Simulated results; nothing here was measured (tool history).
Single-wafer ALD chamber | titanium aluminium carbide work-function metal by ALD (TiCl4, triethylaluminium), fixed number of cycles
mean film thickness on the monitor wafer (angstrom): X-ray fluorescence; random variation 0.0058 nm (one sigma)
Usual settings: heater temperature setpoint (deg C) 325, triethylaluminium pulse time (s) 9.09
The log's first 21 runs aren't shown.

| run | hour | heater temperature setpoint (deg C) | triethylaluminium pulse time (s) | wafers since the last listed run | hours since the last thermocouple change | hours since the last triethylaluminium bottle change | hours since the showerhead was replaced | hours since the gauge calibration | read-back reference wafer on the same gauge, thickness_nm | mean film thickness on the monitor wafer (angstrom) |
|---|---|---|---|---|---|---|---|---|---|---|
| 22 | 541.1 | 321 | 12.36 | 185 | 1405.7 | 312.4 | 6530.1 | 165.4 | 2.239 | 23.12 |
|  | 552.5 | thermocouple changed; heater temperature recalibrated |
| 23 | 553.3 | 334 | 9.09 | 31 | 0.8 | 324.6 | 6542.3 | 177.6 | 2.238 | 23.5 |
| 24 | 572.2 | 316 | 9.09 | 143 | 19.7 | 343.5 | 6561.2 | 196.5 | 2.24 | 22.03 |
| 25 | 587.3 | 330 | 11.06 | 114 | 34.8 | 358.6 | 6576.3 | 211.6 | 2.24 | 23.96 |
|  | 597.4 | showerhead replaced |
| 26 | 603.4 | 325 | 7.6 | 61 | 50.9 | 374.7 | 6 | 227.7 | 2.24 | 21.08 |
| 27 | 635.2 | 325 | 5.63 | 241 | 82.7 | 406.5 | 37.8 | 259.5 | 2.241 | 15.36 |
| 28 | 662.6 | 332 | 11.46 | 207 | 110.1 | 433.9 | 65.2 | 286.9 | 2.241 | 24.21 |
| 29 | 682.3 | 333 | 11.2 | 149 | 129.8 | 453.6 | 84.9 | 306.6 | 2.242 | 24.26 |
| 30 | 695.5 | 310 | 7.72 | 100 | 143 | 466.8 | 98.1 | 319.8 | 2.239 | 20 |
| 31 | 719.4 | 316 | 9.09 | 181 | 166.9 | 490.7 | 122 | 343.7 | 2.24 | 21.97 |
| 32 | 744.5 | 325 | 10.54 | 190 | 192 | 515.8 | 147.1 | 368.8 | 2.241 | 23.37 |
| 33 | 778.9 | 325 | 7.02 | 260 | 226.4 | 550.2 | 181.5 | 403.2 | 2.238 | 19.74 |
| 34 | 810.4 | 337 | 11.36 | 238 | 257.9 | 581.7 | 213 | 434.7 | 2.239 | 24.64 |

Forecast each of these 3 alternatives for the next run:
| A | 810.8 | 325 | 9.09 | 3 | 258.3 | 582.1 | 213.4 | 435.1 | ? | ? |
| B | 810.8 | 333 | 7.73 | 3 | 258.3 | 582.1 | 213.4 | 435.1 | ? | ? |
| C | 810.8 | 316 | 10.68 | 3 | 258.3 | 582.1 | 213.4 | 435.1 | ? | ? |

| run | read-back reference wafer on the same gauge, thickness_nm | mean film thickness on the monitor wafer (angstrom) |
|---|---|---|
| A | 2.24 | 22.59 |
| B | 2.24 | 21.67 |
| C | 2.24 | 22.68 |
Without the tool's hidden state the same runs would have given:
| run | mean film thickness on the monitor wafer (angstrom) |
|---|---|
| A | 23.06 |
| B | 22.39 |
| C | 22.95 |
